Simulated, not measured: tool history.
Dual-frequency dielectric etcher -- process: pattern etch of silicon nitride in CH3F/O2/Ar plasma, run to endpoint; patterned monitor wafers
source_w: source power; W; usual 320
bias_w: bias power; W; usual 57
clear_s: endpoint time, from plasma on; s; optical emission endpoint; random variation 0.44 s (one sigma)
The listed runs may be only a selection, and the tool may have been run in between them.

run	hour	source_w	bias_w	incoming incoming film thickness, nm	clear_s
1	0.0	320	66	36.86	59.6
2	46.9	280	57	36.59	64.4
3	84.0	280	57	36.65	64.1
4	122.3	290	50	37.08	66.5
5	177.8	290	50	36.62	66.3
6	205.2	320	57	36.91	62.5
7	277.0	320	57	36.77	61.7
8	313.9	320	57	36.51	61.2
9	384.3	320	57	36.55	60.5
10	574.9	340	64	36.87	59.2
11	614.0	340	64	36.26	57.6
12	781.1	320	57	37.04	61.8
13	847.9	320	57	36.95	62.7
14	894.3	320	61	36.74	60.1
15	963.4	320	61	36.67	58.8
16	1014.4	320	57	36.69	60.0
17	1082.7	320	47	36.87	67.7
18	1130.2	320	70	36.67	58.0
19	1193.6	300	53	36.85	64.5
20	1250.2	390	52	36.76	60.7
21	1277.8	370	57	36.75	58.7
22	1345.1	320	49	36.75	64.9
23	1365.6	380	44	36.75	63.6
24	1417.6	290	57	37.06	62.9
25	1453.5	320	70	36.60	55.9
26	1487.5	320	57	36.47	59.6
27	1525.2	320	51	36.65	63.5
28	1558.2	380	66	37.04	54.5
29	1585.9	260	57	37.23	63.7
30	1619.3	320	57	36.75	59.1
31	1748.0	290	46	36.67	68.2
32	1779.4	320	49	36.77	65.4
33	1831.9	270	57	36.74	64.7

Missing from the log above: 6 entries noted between runs. For each, name the pair of listed runs it sits between and say how the tool's hidden condition differs from the listed run just before to the listed run just after:
Logged between run 9 and run 10: wet clean of the chamber (hour 529.2)
  etch rate over this chamber's usual, %: 3.87 -> 0.33
  the result without the hidden state subtracted from the measured one, clear_s: -2.3 -> -0.2 s
Logged between run 12 and run 13: bias power generator calibrated (hour 828.6)
  etch rate over this chamber's usual, %: 2.1 -> 2.67
  the result without the hidden state subtracted from the measured one, clear_s: -1.3 -> -1.7 s
Logged between run 14 and run 15: source power generator calibrated (hour 937.2)
  etch rate over this chamber's usual, %: 3.07 -> 3.66
  the result without the hidden state subtracted from the measured one, clear_s: -1.9 -> -2.2 s
Logged between run 16 and run 17: wet clean of the chamber (hour 1066.7)
  etch rate over this chamber's usual, %: 4.1 -> 0.849
  the result without the hidden state subtracted from the measured one, clear_s: -2.5 -> -0.6 s
Logged between run 21 and run 22: upper electrode replaced (hour 1344.6)
  etch rate over this chamber's usual, %: 2.52 -> 3.1
  the result without the hidden state subtracted from the measured one, clear_s: -1.5 -> -2.1 s
Logged between run 30 and run 31: wet clean of the chamber (hour 1648.6)
  etch rate over this chamber's usual, %: 5.45 -> 1.36
  the result without the hidden state subtracted from the measured one, clear_s: -3.2 -> -1.0 s

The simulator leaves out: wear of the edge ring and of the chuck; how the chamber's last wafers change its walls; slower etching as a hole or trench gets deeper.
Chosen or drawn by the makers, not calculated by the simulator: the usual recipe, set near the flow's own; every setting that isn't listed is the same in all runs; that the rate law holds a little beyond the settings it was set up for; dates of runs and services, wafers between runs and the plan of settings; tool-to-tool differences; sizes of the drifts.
